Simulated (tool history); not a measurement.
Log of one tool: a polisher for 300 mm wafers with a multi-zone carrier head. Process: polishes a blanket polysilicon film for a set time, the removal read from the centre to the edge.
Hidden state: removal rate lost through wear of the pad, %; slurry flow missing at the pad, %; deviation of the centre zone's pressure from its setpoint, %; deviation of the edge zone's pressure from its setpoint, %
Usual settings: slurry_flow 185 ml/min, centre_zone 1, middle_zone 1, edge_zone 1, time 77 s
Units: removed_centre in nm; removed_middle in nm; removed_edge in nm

run   hour  slurry_flow  centre_zone  middle_zone  edge_zone  time  wafers since the last listed run  wafers polished on this pad  hours since the slurry nozzle was cleaned  hours since the centre zone pressure was calibrated  hours since the edge zone pressure was calibrated  hours since the carrier head's membrane was replaced  incoming thickness of the incoming film, nm  removed_centre  removed_middle  removed_edge
  1      0          185         1.07            1       1.09    96                                 0                         2485                                        102                                                105.5                                             1241.5                                                 209.1                                         2224             989           966.4         990.2
      42.8  -- worn pad replaced by a new one
      58.2  -- edge zone pressure recalibrated
  2   89.2          185            1            1          1    77                              1130                          603                                      191.2                                                194.7                                                 31                                                 298.3                                         2279             786           798.7         797.3
  3  118.9          185            1            1          1    77                               403                         1007                                      220.9                                                224.4                                               60.7                                                   328                                       2263.5           779.1           800.8           787
  4  146.2          185            1         0.96       0.91    77                               371                         1378                                      248.2                                                251.7                                                 88                                                 355.3                                       2279.4           758.5           760.8         754.7
  5  177.6          135            1         0.89       0.88    99                               426                         1804                                      279.6                                                283.1                                              119.4                                                 386.7                                       2283.3           937.7           876.4         926.3
  6  200.5          185         0.91         0.96       0.97    77                               311                         2116                                      302.5                                                  306                                              142.3                                                 409.6                                       2255.1           686.3           763.9           765
  7  229.2          210            1         0.96       0.93    54                               390                         2506                                      331.2                                                334.7                                                171                                                 438.3                                       2286.1           537.6           545.5         519.8
  8  243.4          240            1            1       1.12    77                               192                         2699                                      345.4                                                348.9                                              185.2                                                 452.5                                       2264.6           777.2           796.7         811.3
  9  261.3          215         0.93          0.9          1   102                               243                         2942                                      363.3                                                366.8                                              203.1                                                 470.4                                       2305.5           950.8           949.4        1022.2
 10  289.1          185            1            1          1    77                               377                         3320                                      391.1                                                394.6                                              230.9                                                 498.2                                       2280.9             744           768.9         749.8
 11  315.8          185            1         0.93          1    51                               362                         3683                                      417.8                                                421.3                                              257.6                                                 524.9                                       2272.1           491.4           481.1         499.2
     320.1  -- worn pad replaced by a new one
 12  336.1          235            1            1        1.1    77                               221                          217                                      438.1                                                441.6                                              277.9                                                 545.2                                       2232.6           805.7             830         837.7
 13  349.8          185            1         1.04          1    77                               186                          403                                      451.8                                                455.3                                              291.6                                                 558.9                                       2311.6             787             822         779.9
 14  381.3          185            1         0.92          1    70                               428                          831                                      483.3                                                486.8                                              323.1                                                 590.4                                       2278.9           696.9           677.7         716.3
     400.7  -- slurry nozzle cleaned
 15  403.3          185         1.07            1       0.89    77                               285                         1117                                        2.6                                                508.8                                              345.1                                                 612.4                                       2220.8           840.2           787.5         750.3
 16  419.6          185            1         0.88          1    77                               221                         1338                                       18.9                                                525.1                                              361.4                                                 628.7                                       2316.3           764.9           695.8         771.5
 17  450.1          135            1            1          1    77                               414                         1753                                       49.4                                                555.6                                              391.9                                                 659.2                                       2247.1           716.2           750.6         748.5
 18  466.5          185            1            1          1    77                               222                         1976                                       65.8                                                  572                                              408.3                                                 675.6                                       2279.7           764.1           779.1         758.9
 19  495.3          185            1            1       0.96    77                               391                         2367                                       94.6                                                600.8                                              437.1                                                 704.4                                       2257.5             761             777         756.2
 20  518.1          185         0.96            1          1    66                               309                         2677                                      117.4                                                623.6                                              459.9                                                 727.2                                       2259.9           623.3           662.1         647.5
 21  543.4          235         0.91            1       1.09    61                               343                         3021                                      142.7                                                648.9                                              485.2                                                 752.5                                       2296.5           551.8           619.9         634.8
 22  574.1          185            1         0.97       1.09    77                               417                         3438                                      173.4                                                679.6                                              515.9                                                 783.2                                       2245.7           730.1           739.6         773.7

Forecast each of these 4 alternatives for the next run:
  A  574.5          185            1            1          1    77                                 5                         3443                                      173.8                                                  680                                              516.3                                                 783.6                                       2246.4               ?               ?             ?
  B  574.5          185         0.91         0.94       1.07    53                                 5                         3443                                      173.8                                                  680                                              516.3                                                 783.6                                       2246.4               ?               ?             ?
  C  574.5          145         0.89            1          1   102                                 5                         3443                                      173.8                                                  680                                              516.3                                                 783.6                                       2246.4               ?               ?             ?
  D  574.5          225            1            1          1    66                                 5                         3443                                      173.8                                                  680                                              516.3                                                 783.6                                       2246.4               ?               ?             ?

run  removed_centre  removed_middle  removed_edge
  A           747.8           760.9         744.4
  B           467.9           497.4         527.6
  C           848.5           975.4         962.3
  D             658           667.8         649.3
Without the tool's hidden state the same runs would have given:
run  removed_centre  removed_middle  removed_edge
  A           790.7           814.5         796.8
  B           494.7           532.5         564.7
  C           897.1          1044.1          1030
  D           695.7           714.8           695
